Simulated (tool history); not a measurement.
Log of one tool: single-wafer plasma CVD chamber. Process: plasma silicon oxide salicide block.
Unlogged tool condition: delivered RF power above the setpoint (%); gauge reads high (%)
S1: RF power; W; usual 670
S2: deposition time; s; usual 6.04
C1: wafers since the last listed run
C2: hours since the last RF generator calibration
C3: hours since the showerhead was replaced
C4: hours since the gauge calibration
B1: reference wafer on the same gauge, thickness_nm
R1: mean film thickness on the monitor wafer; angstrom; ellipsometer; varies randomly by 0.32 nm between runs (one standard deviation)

run,hour,S1,S2,C1,C2,C3,C4,B1,R1
1,0,625,6.96,0,1387.4,5962.1,675.4,59.734,688.32
2,313.4,625,6.96,8772,1700.8,6275.5,988.8,59.136,678.22
3,352.3,625,6.96,1088,1739.7,6314.4,1027.7,59.022,677.91
4,457.2,670,6.04,2936,1844.6,6419.3,1132.6,58.844,596.22
# hour 498.1: showerhead replaced
# hour 609.3: RF generator calibrated
5,675.7,595,6.04,5668,66.4,177.6,1351.1,58.305,574.96
6,721.6,595,6.04,1284,112.3,223.5,1397,58.235,576.75
7,767.7,595,6.04,1290,158.4,269.6,1443.1,58.041,574.68
8,856.2,670,6.04,2477,246.9,358.1,1531.6,57.771,587.26
# hour 940.6: gauge calibrated
9,958.4,800,5.62,2860,349.1,460.3,17.8,59.897,594.04
10,1042.2,625,6.04,2345,432.9,544.1,101.6,59.966,594.24
11,1147,670,6.04,2933,537.7,648.9,206.4,59.893,610.16
12,1212,560,5.53,1819,602.7,713.9,271.4,59.903,531.48
13,1300.5,630,6.44,2477,691.2,802.4,359.9,59.801,636.01
14,1347.1,800,5.62,1304,737.8,849,406.5,59.795,584.59
15,1410.6,580,4.99,1777,801.3,912.5,470,59.743,482.27

Run 16 is up next; what results do you expect?
16,1448.7,620,7.12,1066,839.4,950.6,508.1,?,?

B1: 59.602
R1: 694.76 angstrom
Were there no unlogged condition in the tool, this run, its random variation unchanged, would have produced R1 694.9 angstrom.
